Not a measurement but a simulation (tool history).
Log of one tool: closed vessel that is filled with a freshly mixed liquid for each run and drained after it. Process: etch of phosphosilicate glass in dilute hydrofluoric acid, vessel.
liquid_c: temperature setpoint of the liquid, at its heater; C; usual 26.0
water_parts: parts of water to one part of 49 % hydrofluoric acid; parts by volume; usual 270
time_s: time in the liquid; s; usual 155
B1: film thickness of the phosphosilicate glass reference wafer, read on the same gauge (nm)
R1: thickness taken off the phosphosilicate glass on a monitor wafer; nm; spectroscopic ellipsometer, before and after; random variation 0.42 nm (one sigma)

run 1 hour=0.0 | liquid_c=26.0 water_parts=270 time_s=155 | B1=150.03 | R1=58.33
run 2 hour=24.9 | liquid_c=26.0 water_parts=270 time_s=155 | B1=149.98 | R1=58.61
run 3 hour=48.6 | liquid_c=26.0 water_parts=270 time_s=155 | B1=150.01 | R1=58.66
run 4 hour=79.0 | liquid_c=26.0 water_parts=270 time_s=205 | B1=150.00 | R1=79.01
run 5 hour=98.5 | liquid_c=26.0 water_parts=270 time_s=205 | B1=150.00 | R1=79.23
run 6 hour=127.1 | liquid_c=26.0 water_parts=270 time_s=155 | B1=149.98 | R1=59.17
run 7 hour=158.7 | liquid_c=26.0 water_parts=270 time_s=155 | B1=149.99 | R1=59.89
run 8 hour=193.5 | liquid_c=23.5 water_parts=390 time_s=155 | B1=149.98 | R1=33.63
-- hour=200.8 gauge calibrated
run 9 hour=228.8 | liquid_c=26.0 water_parts=270 time_s=155 | B1=150.00 | R1=59.31
-- hour=240.5 thermometer replaced
run 10 hour=241.2 | liquid_c=29.0 water_parts=315 time_s=200 | B1=150.02 | R1=72.28
run 11 hour=255.4 | liquid_c=28.5 water_parts=190 time_s=120 | B1=149.99 | R1=81.35
-- hour=273.8 hydrofluoric acid flow meter replaced
run 12 hour=278.3 | liquid_c=30.5 water_parts=270 time_s=120 | B1=150.00 | R1=56.41
run 13 hour=303.6 | liquid_c=31.0 water_parts=270 time_s=155 | B1=150.02 | R1=73.30
-- hour=323.7 thermometer replaced, repeated, since the last time left the tool worse
run 14 hour=334.2 | liquid_c=26.0 water_parts=270 time_s=155 | B1=150.00 | R1=56.36
run 15 hour=363.8 | liquid_c=28.0 water_parts=270 time_s=155 | B1=149.99 | R1=60.90

Forecast each of these 4 alternatives for the next run:
run A hour=364.5 | liquid_c=26.0 water_parts=270 time_s=155 | B1=? | R1=?
run B hour=364.5 | liquid_c=24.5 water_parts=270 time_s=155 | B1=? | R1=?
run C hour=364.5 | liquid_c=26.0 water_parts=400 time_s=155 | B1=? | R1=?
run D hour=364.5 | liquid_c=22.0 water_parts=175 time_s=75 | B1=? | R1=?

run=A B1=150.01 R1=56.41
run=B B1=150.01 R1=53.54
run=C B1=150.01 R1=33.49
run=D B1=150.01 R1=40.25
Without the tool's hidden state the same runs would have given:
run=A R1=56.04
run=B R1=53.18
run=C R1=33.28
run=D R1=39.95
